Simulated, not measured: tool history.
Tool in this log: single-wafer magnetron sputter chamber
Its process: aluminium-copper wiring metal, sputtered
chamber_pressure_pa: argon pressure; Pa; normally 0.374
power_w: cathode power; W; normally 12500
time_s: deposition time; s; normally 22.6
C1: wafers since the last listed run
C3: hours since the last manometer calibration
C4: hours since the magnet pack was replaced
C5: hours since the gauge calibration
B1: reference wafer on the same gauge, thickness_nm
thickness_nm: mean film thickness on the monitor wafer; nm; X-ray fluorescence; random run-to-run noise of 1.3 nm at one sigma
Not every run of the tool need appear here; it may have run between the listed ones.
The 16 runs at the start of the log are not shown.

run 17 hour=483.9 | chamber_pressure_pa=0.374 power_w=15350 time_s=26 | C1=810 wafers_on_the_sputter_target=3184 C3=1363.8 C4=7264.6 C5=158.4 | B1=584.493 | thickness_nm=755.044
-- hour=510.6 magnet pack replaced
run 18 hour=511.1 | chamber_pressure_pa=0.281 power_w=10250 time_s=22.6 | C1=443 wafers_on_the_sputter_target=3628 C3=1391 C4=0.5 C5=185.6 | B1=585.157 | thickness_nm=463.224
-- hour=537.7 capacitance manometer re-zeroed and calibrated
-- hour=551.1 sputter target and shields replaced
run 19 hour=551.6 | chamber_pressure_pa=0.46 power_w=14300 time_s=21.2 | C1=565 wafers_on_the_sputter_target=10 C3=13.9 C4=41 C5=226.1 | B1=584.417 | thickness_nm=543.259
run 20 hour=561.5 | chamber_pressure_pa=0.472 power_w=12500 time_s=22.6 | C1=228 wafers_on_the_sputter_target=238 C3=23.8 C4=50.9 C5=236 | B1=585.019 | thickness_nm=502.439
run 21 hour=595.2 | chamber_pressure_pa=0.374 power_w=12500 time_s=22.6 | C1=777 wafers_on_the_sputter_target=1016 C3=57.5 C4=84.6 C5=269.7 | B1=584.305 | thickness_nm=536.155
run 22 hour=628.3 | chamber_pressure_pa=0.505 power_w=11300 time_s=18.5 | C1=764 wafers_on_the_sputter_target=1781 C3=90.6 C4=117.7 C5=302.8 | B1=584.501 | thickness_nm=364.735
run 23 hour=641 | chamber_pressure_pa=0.433 power_w=13700 time_s=22.6 | C1=293 wafers_on_the_sputter_target=2074 C3=103.3 C4=130.4 C5=315.5 | B1=583.955 | thickness_nm=564.445
run 24 hour=674.8 | chamber_pressure_pa=0.5 power_w=9600 time_s=23.9 | C1=780 wafers_on_the_sputter_target=2854 C3=137.1 C4=164.2 C5=349.3 | B1=583.869 | thickness_nm=399.343
run 25 hour=688 | chamber_pressure_pa=0.509 power_w=15500 time_s=20.3 | C1=304 wafers_on_the_sputter_target=3159 C3=150.3 C4=177.4 C5=362.5 | B1=583.448 | thickness_nm=548.894
-- hour=769.6 sputter target and shields replaced
run 26 hour=779.6 | chamber_pressure_pa=0.374 power_w=12500 time_s=22.6 | C1=1929 wafers_on_the_sputter_target=232 C3=241.9 C4=269 C5=454.1 | B1=583.625 | thickness_nm=530.307
run 27 hour=812.3 | chamber_pressure_pa=0.468 power_w=10700 time_s=25.1 | C1=754 wafers_on_the_sputter_target=986 C3=274.6 C4=301.7 C5=486.8 | B1=582.733 | thickness_nm=478.722
run 28 hour=827.9 | chamber_pressure_pa=0.488 power_w=12500 time_s=22.6 | C1=360 wafers_on_the_sputter_target=1347 C3=290.2 C4=317.3 C5=502.4 | B1=582.561 | thickness_nm=497.425
run 29 hour=847.5 | chamber_pressure_pa=0.374 power_w=15350 time_s=26 | C1=452 wafers_on_the_sputter_target=1799 C3=309.8 C4=336.9 C5=522 | B1=582.543 | thickness_nm=754.666
run 30 hour=872.7 | chamber_pressure_pa=0.264 power_w=15000 time_s=22.6 | C1=581 wafers_on_the_sputter_target=2381 C3=335 C4=362.1 C5=547.2 | B1=582.195 | thickness_nm=682.891
run 31 hour=889.8 | chamber_pressure_pa=0.485 power_w=12500 time_s=19.1 | C1=394 wafers_on_the_sputter_target=2776 C3=352.1 C4=379.2 C5=564.3 | B1=581.88 | thickness_nm=421.453
run 32 hour=917.1 | chamber_pressure_pa=0.374 power_w=12500 time_s=22.6 | C1=630 wafers_on_the_sputter_target=3406 C3=379.4 C4=406.5 C5=591.6 | B1=582.379 | thickness_nm=533.546
run 33 hour=950.9 | chamber_pressure_pa=0.321 power_w=13350 time_s=20.1 | C1=780 wafers_on_the_sputter_target=4186 C3=413.2 C4=440.3 C5=625.4 | B1=581.441 | thickness_nm=522.09
run 34 hour=966.7 | chamber_pressure_pa=0.294 power_w=12500 time_s=18.1 | C1=364 wafers_on_the_sputter_target=4551 C3=429 C4=456.1 C5=641.2 | B1=581.101 | thickness_nm=447.504
-- hour=995.4 sputter target and shields replaced
run 35 hour=995.9 | chamber_pressure_pa=0.494 power_w=13950 time_s=26.8 | C1=489 wafers_on_the_sputter_target=12 C3=458.2 C4=485.3 C5=670.4 | B1=580.717 | thickness_nm=655.584

Below are 3 alternative next runs, each starting from the tool's condition after run 35. Predict each:
run A hour=996.3 | chamber_pressure_pa=0.374 power_w=10600 time_s=22.6 | C1=9 wafers_on_the_sputter_target=21 C3=458.6 C4=485.7 C5=670.8 | B1=? | thickness_nm=?
run B hour=996.3 | chamber_pressure_pa=0.248 power_w=12500 time_s=20 | C1=9 wafers_on_the_sputter_target=21 C3=458.6 C4=485.7 C5=670.8 | B1=? | thickness_nm=?
run C hour=996.3 | chamber_pressure_pa=0.314 power_w=12500 time_s=23.9 | C1=9 wafers_on_the_sputter_target=21 C3=458.6 C4=485.7 C5=670.8 | B1=? | thickness_nm=?

run=A B1=581.268 thickness_nm=449.616
run=B B1=581.268 thickness_nm=507.458
run=C B1=581.268 thickness_nm=581.858
Without the tool's hidden state the same runs would have given:
run=A thickness_nm=450.429
run=B thickness_nm=508.375
run=C thickness_nm=582.91
